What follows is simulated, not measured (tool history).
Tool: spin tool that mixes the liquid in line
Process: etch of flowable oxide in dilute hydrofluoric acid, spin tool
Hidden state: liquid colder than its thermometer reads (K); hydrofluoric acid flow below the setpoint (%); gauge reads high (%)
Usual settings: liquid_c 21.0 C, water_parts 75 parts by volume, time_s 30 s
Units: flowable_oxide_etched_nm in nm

run   hour  liquid_c  water_parts  time_s  wafers since the last listed run  hours since the thermometer was replaced  hours since the hydrofluoric acid flow meter was replaced  hours since the gauge calibration  read-back film thickness of the flowable oxide reference wafer, read on the same gauge (nm)  flowable_oxide_etched_nm
  1    0.0      21.0           75      45                                 0                                     535.1                                                      211.9                               75.7                                                                                       100.01                     20.79
  2   11.2      19.5           90      30                               103                                     546.3                                                      223.1                               86.9                                                                                       100.02                     10.57
  3   23.0      19.5           90      30                               109                                     558.1                                                      234.9                               98.7                                                                                       100.01                     10.72
  4   29.8      19.5           90      30                                63                                     564.9                                                      241.7                              105.5                                                                                       100.01                     10.67
  5   43.5      21.0           55      30                               127                                     578.6                                                      255.4                              119.2                                                                                       100.00                     19.38
  6   54.3      21.0           55      30                               100                                     589.4                                                      266.2                              130.0                                                                                       100.00                     19.40
  7   62.3      21.0           55      30                                74                                     597.4                                                      274.2                              138.0                                                                                       100.03                     19.14
  8   75.5      21.0           75      30                               122                                     610.6                                                      287.4                              151.2                                                                                       100.00                     13.78
  9   91.9      21.0           75      30                               152                                     627.0                                                      303.8                              167.6                                                                                       100.01                     13.78
 10  106.0      21.0           75      30                               130                                     641.1                                                      317.9                              181.7                                                                                        99.98                     13.66
 11  117.1      21.0           75      15                               102                                     652.2                                                      329.0                              192.8                                                                                       100.00                      6.87
 12  131.9      21.0           75      15                               137                                     667.0                                                      343.8                              207.6                                                                                       100.01                      6.85
 13  143.6      21.0           75      15                               108                                     678.7                                                      355.5                              219.3                                                                                       100.01                      6.80
 14  151.6      20.0           75      30                                74                                     686.7                                                      363.5                              227.3                                                                                       100.00                     13.20
 15  158.5      21.0          100      35                                64                                     693.6                                                      370.4                              234.2                                                                                        99.97                     11.52
 16  171.9      21.0           75      30                               124                                     707.0                                                      383.8                              247.6                                                                                       100.01                     13.64
 17  183.4      17.0           75      25                               106                                     718.5                                                      395.3                              259.1                                                                                        99.99                      9.58
     189.8  -- thermometer replaced
 18  194.7      21.0           75      20                                95                                       4.9                                                      406.6                              270.4                                                                                        99.99                      9.05
 19  204.6      23.5           90      45                                91                                      14.8                                                      416.5                              280.3                                                                                       100.00                     18.53
 20  220.1      24.5           75      40                               143                                      30.3                                                      432.0                              295.8                                                                                       100.03                     20.99
 21  230.9      21.0          100      30                               100                                      41.1                                                      442.8                              306.6                                                                                        99.98                      9.87
 22  245.7      21.0           75      30                               137                                      55.9                                                      457.6                              321.4                                                                                       100.01                     13.50
     248.3  -- hydrofluoric acid flow meter replaced
 23  256.6      24.0           90      25                                91                                      66.8                                                        8.3                              332.3                                                                                       100.01                     10.86
     258.7  -- gauge calibrated
 24  276.3      21.0           75      30                               182                                      86.5                                                       28.0                               17.6                                                                                        99.99                     14.18
 25  287.0      25.5           75      30                                99                                      97.2                                                       38.7                               28.3                                                                                       100.00                     16.97
 26  300.2      23.5           75      30                               122                                     110.4                                                       51.9                               41.5                                                                                       100.02                     15.72
 27  306.7      26.0           50      45                                60                                     116.9                                                       58.4                               48.0                                                                                       100.02                     40.01
 28  316.0      21.0           75      30                                86                                     126.2                                                       67.7                               57.3                                                                                       100.00                     14.10
 29  328.2      21.0           75      30                               113                                     138.4                                                       79.9                               69.5                                                                                        99.98                     14.09

Forecast each of these 4 alternatives for the next run:
  A  328.6      21.0           75      40                                 3                                     138.8                                                       80.3                               69.9                                                                                            ?                         ?
  B  328.6      21.0           75      25                                 3                                     138.8                                                       80.3                               69.9                                                                                            ?                         ?
  C  328.6      17.5           75      30                                 3                                     138.8                                                       80.3                               69.9                                                                                            ?                         ?
  D  328.6      17.0           50      15                                 3                                     138.8                                                       80.3                               69.9                                                                                            ?                         ?

run  read-back film thickness of the flowable oxide reference wafer, read on the same gauge (nm)  flowable_oxide_etched_nm
  A                                                                                        99.97                     18.65
  B                                                                                        99.97                     11.66
  C                                                                                        99.97                     12.08
  D                                                                                        99.97                      9.12
Without the tool's hidden state the same runs would have given:
run  flowable_oxide_etched_nm
  A                     18.89
  B                     11.81
  C                     12.23
  D                      9.23
